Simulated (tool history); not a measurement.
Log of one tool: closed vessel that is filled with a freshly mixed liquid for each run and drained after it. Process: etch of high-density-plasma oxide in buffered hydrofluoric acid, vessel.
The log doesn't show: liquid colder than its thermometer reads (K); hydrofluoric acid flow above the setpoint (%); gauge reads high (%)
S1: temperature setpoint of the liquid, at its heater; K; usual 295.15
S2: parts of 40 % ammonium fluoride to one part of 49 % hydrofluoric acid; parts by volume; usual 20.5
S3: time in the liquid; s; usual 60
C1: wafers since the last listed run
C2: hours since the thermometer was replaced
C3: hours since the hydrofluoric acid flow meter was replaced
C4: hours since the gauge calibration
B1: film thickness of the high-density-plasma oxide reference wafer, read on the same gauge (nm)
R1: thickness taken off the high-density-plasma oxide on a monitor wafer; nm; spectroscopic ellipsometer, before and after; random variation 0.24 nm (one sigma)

run	hour	S1	S2	S3	C1	C2	C3	C4	B1	R1
1	0	295.15	20.5	60	0	574.1	406.9	73	30.01	34.84
2	9.8	295.15	16	40	729	583.9	416.7	82.8	30.01	29.64
3	22.5	295.15	16	40	945	596.6	429.4	95.5	29.99	29.65
4	36.4	295.15	16	40	1034	610.5	443.3	109.4	30.02	29.69
5	44.4	295.15	20.5	60	595	618.5	451.3	117.4	30.03	34.77
6	56.6	295.15	20.5	60	908	630.7	463.5	129.6	30.03	34.8
# hour 65.6: hydrofluoric acid flow meter replaced
7	68.6	295.15	20.5	80	818	642.7	3	141.6	30.02	41.17
8	82.6	299.15	24.5	40	1042	656.7	17	155.6	29.99	22.64
9	94.8	295.15	14	30	908	668.9	29.2	167.8	29.97	22.46
# hour 99.2: gauge calibrated
# hour 101.9: thermometer replaced
10	106.1	292.65	14	75	766	4.2	40.5	6.9	30.03	55.41
11	117.2	297.65	25	80	826	15.3	51.6	18	29.98	47.45
12	129.5	295.15	20.5	60	915	27.6	63.9	30.3	30.03	35.58
13	135.6	296.65	17	60	454	33.7	70	36.4	30	46.05
14	141.8	295.15	20.5	60	461	39.9	76.2	42.6	29.98	35.27

The next listed run, before its measurement:
15	151.2	298.65	17	75	699	49.3	85.6	52	?	?

B1: 30
R1: 64.22 nm
Without the tool's hidden state the same run would have given R1 64.14 nm.

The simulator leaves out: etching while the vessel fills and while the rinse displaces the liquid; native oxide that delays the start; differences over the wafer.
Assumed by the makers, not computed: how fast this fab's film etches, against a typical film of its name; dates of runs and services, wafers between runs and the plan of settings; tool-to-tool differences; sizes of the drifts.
